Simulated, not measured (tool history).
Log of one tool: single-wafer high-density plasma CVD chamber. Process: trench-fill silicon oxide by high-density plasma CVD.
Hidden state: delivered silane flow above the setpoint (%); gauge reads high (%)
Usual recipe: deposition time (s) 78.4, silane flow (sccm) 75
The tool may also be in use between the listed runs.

| run | hour | deposition time (s) | silane flow (sccm) | wafers since the last listed run | hours since the silane flow controller was replaced | hours since the gauge calibration | read-back reference wafer on the same gauge, thickness_nm | mean film thickness on the monitor wafer (Å) |
|---|---|---|---|---|---|---|---|---|
| 1 | 0.0 | 78.4 | 75 | 0 | 3811.9 | 62.2 | 757.669 | 6692.34 |
| 2 | 14.2 | 78.4 | 75 | 149 | 3826.1 | 76.4 | 758.219 | 6668.64 |
| 3 | 29.6 | 78.4 | 75 | 162 | 3841.5 | 91.8 | 758.803 | 6684.50 |
| 4 | 39.6 | 78.4 | 75 | 105 | 3851.5 | 101.8 | 759.424 | 6674.70 |
| 5 | 49.3 | 78.4 | 75 | 102 | 3861.2 | 111.5 | 759.179 | 6698.74 |
| 6 | 59.7 | 84.9 | 75 | 109 | 3871.6 | 121.9 | 759.709 | 7232.53 |
| 7 | 66.4 | 84.9 | 75 | 70 | 3878.3 | 128.6 | 759.716 | 7273.99 |
| 8 | 82.4 | 84.9 | 75 | 168 | 3894.3 | 144.6 | 760.891 | 7251.93 |
| 9 | 94.1 | 78.4 | 75 | 123 | 3906.0 | 156.3 | 760.837 | 6708.95 |
| 10 | 132.1 | 78.4 | 75 | 401 | 3944.0 | 194.3 | 761.760 | 6704.99 |
| 11 | 146.8 | 70.8 | 79 | 155 | 3958.7 | 209.0 | 762.488 | 6385.79 |
| 12 | 160.1 | 78.4 | 75 | 140 | 3972.0 | 222.3 | 762.965 | 6726.04 |
|  | 163.3 | gauge calibrated |
| 13 | 169.4 | 72.3 | 67 | 98 | 3981.3 | 6.1 | 757.024 | 5500.59 |
| 14 | 178.4 | 78.4 | 75 | 94 | 3990.3 | 15.1 | 757.590 | 6687.37 |
|  | 203.1 | silane flow controller replaced |
| 15 | 203.6 | 71.7 | 84 | 181 | 0.5 | 40.3 | 758.251 | 6840.09 |
| 16 | 203.9 | 78.4 | 75 | 3 | 0.8 | 40.6 | 758.198 | 6667.66 |
| 17 | 213.4 | 65.3 | 63 | 100 | 10.3 | 50.1 | 758.923 | 4668.71 |
| 18 | 221.1 | 64.6 | 84 | 81 | 18.0 | 57.8 | 758.671 | 6173.91 |
| 19 | 238.1 | 63.8 | 67 | 179 | 35.0 | 74.8 | 759.249 | 4856.30 |
| 20 | 251.8 | 87.2 | 65 | 144 | 48.7 | 88.5 | 759.302 | 6441.87 |
| 21 | 261.1 | 78.4 | 64 | 98 | 58.0 | 97.8 | 760.074 | 5722.26 |

Forecast each of these 4 alternatives for the next run:
| A | 261.5 | 90.8 | 75 | 4 | 58.4 | 98.2 | ? | ? |
| B | 261.5 | 73.5 | 68 | 4 | 58.4 | 98.2 | ? | ? |
| C | 261.5 | 69.5 | 61 | 4 | 58.4 | 98.2 | ? | ? |
| D | 261.5 | 78.4 | 79 | 4 | 58.4 | 98.2 | ? | ? |

| run | read-back reference wafer on the same gauge, thickness_nm | mean film thickness on the monitor wafer (Å) |
|---|---|---|
| A | 759.858 | 7759.37 |
| B | 759.858 | 5694.76 |
| C | 759.858 | 4830.52 |
| D | 759.858 | 7057.04 |
What these runs would have given with no unlogged condition in the tool:
| run | mean film thickness on the monitor wafer (Å) |
|---|---|
| A | 7717.38 |
| B | 5663.95 |
| C | 4804.38 |
| D | 7018.85 |

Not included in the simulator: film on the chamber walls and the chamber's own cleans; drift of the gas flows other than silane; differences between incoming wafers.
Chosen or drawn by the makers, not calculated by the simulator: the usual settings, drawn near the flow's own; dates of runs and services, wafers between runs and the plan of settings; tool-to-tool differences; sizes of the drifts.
